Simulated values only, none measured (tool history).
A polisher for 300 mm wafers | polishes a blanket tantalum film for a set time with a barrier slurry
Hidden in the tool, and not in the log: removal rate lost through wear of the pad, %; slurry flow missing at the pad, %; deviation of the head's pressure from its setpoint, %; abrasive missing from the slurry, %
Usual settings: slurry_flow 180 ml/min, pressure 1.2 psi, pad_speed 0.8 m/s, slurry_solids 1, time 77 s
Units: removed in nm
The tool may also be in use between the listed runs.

run,hour,slurry_flow,pressure,pad_speed,slurry_solids,time,wafers since the last listed run,wafers polished on this pad,hours since the slurry nozzle was cleaned,hours since the head pressure was calibrated,hours since the slurry blender was calibrated,"incoming thickness of the incoming film, nm",removed
1,0,180,1.2,0.8,1,77,0,81,523,796.3,335.9,339.1,52.5
2,37,180,1.2,0.8,1,77,192,274,560,833.3,372.9,332.2,51.1
# hour 39.3: head pressure recalibrated
3,104.1,180,1.2,0.8,1,77,338,612,627.1,64.8,440,342.9,51.9
# hour 146.7: slurry blender recalibrated
# hour 170.8: slurry nozzle cleaned
4,174,180,1.2,0.8,1,77,347,960,3.2,134.7,27.3,339.7,54.4
5,278.9,180,1.2,0.8,1,77,545,1505,108.1,239.6,132.2,342.1,53.7
6,311.1,180,1.2,0.8,1,77,167,1673,140.3,271.8,164.4,343.5,54
# hour 330.4: worn pad replaced by a new one
7,362.1,180,1.2,0.8,1,77,244,165,191.3,322.8,215.4,339.3,52.6
8,404.9,180,1.2,0.8,1,77,222,387,234.1,365.6,258.2,338.8,51.1
9,473.4,180,1.2,0.8,0.8,77,356,743,302.6,434.1,326.7,340.2,48.8
10,517.5,180,1.2,0.8,0.8,77,229,972,346.7,478.2,370.8,344.7,47.9
11,542.5,180,1.2,0.8,0.8,77,129,1102,371.7,503.2,395.8,345.2,48.4
12,604.9,180,1.2,0.8,1.15,77,324,1427,434.1,565.6,458.2,341.7,52.3
# hour 640.8: slurry blender recalibrated
13,664.1,180,1.2,0.8,1,77,297,1724,493.3,624.8,23.3,341.8,54.9
# hour 679.8: worn pad replaced by a new one
14,722.5,180,1.2,0.8,1,77,282,221,551.7,683.2,81.7,334.2,53
15,761.4,125,1.2,0.8,1,77,202,424,590.6,722.1,120.6,337.7,50.2
16,809.3,130,1.2,0.8,1,77,249,673,638.5,770,168.5,342.1,50
17,836.3,180,1.2,0.8,1,77,140,813,665.5,797,195.5,340.4,53.9
# hour 846.9: head pressure recalibrated
18,947.7,180,1.2,0.52,1,51,568,1382,776.9,100.8,306.9,344.1,22.6
# hour 992.6: worn pad replaced by a new one
# hour 1002.4: slurry nozzle cleaned
19,1014.9,180,0.8,0.8,1,77,323,110,12.5,168,374.1,339.2,35.2
20,1073.1,180,1.2,0.8,1,77,302,413,70.7,226.2,432.3,342.9,51.6
21,1137.8,180,1.2,0.8,0.85,77,336,749,135.4,290.9,497,338.7,48.2
# hour 1158.5: slurry blender recalibrated
22,1181.4,180,1.2,0.62,1.15,100,216,966,179,334.5,22.9,333.8,56.2
23,1226,180,1.2,0.8,1,77,231,1197,223.6,379.1,67.5,342.3,52.7
24,1296.1,140,1.2,0.64,1,77,364,1562,293.7,449.2,137.6,334.6,40.3
# hour 1318.5: worn pad replaced by a new one
25,1354.4,180,1.2,0.9,1,77,282,186,352,507.5,195.9,335.4,58.9
26,1464.9,180,0.8,1,1,77,574,761,462.5,618,306.4,339.2,43.4
27,1500.4,180,0.9,1,1,77,184,945,498,653.5,341.9,340.6,47.4
28,1560.1,180,1.2,0.8,1,77,310,1256,557.7,713.2,401.6,340.6,50.6

Forecast each of these 4 alternatives for the next run:
A,1560.5,180,1.2,0.8,1,77,2,1258,558.1,713.6,402,340.3,?
B,1560.5,180,1,0.54,1.25,101,2,1258,558.1,713.6,402,340.3,?
C,1560.5,240,1.2,1.02,1,77,2,1258,558.1,713.6,402,340.3,?
D,1560.5,180,1.2,0.8,1,96,2,1258,558.1,713.6,402,340.3,?

run,removed
A,51.6
B,40.6
C,68.4
D,64.3
Without the tool's hidden state the same runs would have given:
run,removed
A,55.4
B,43.2
C,73.4
D,69
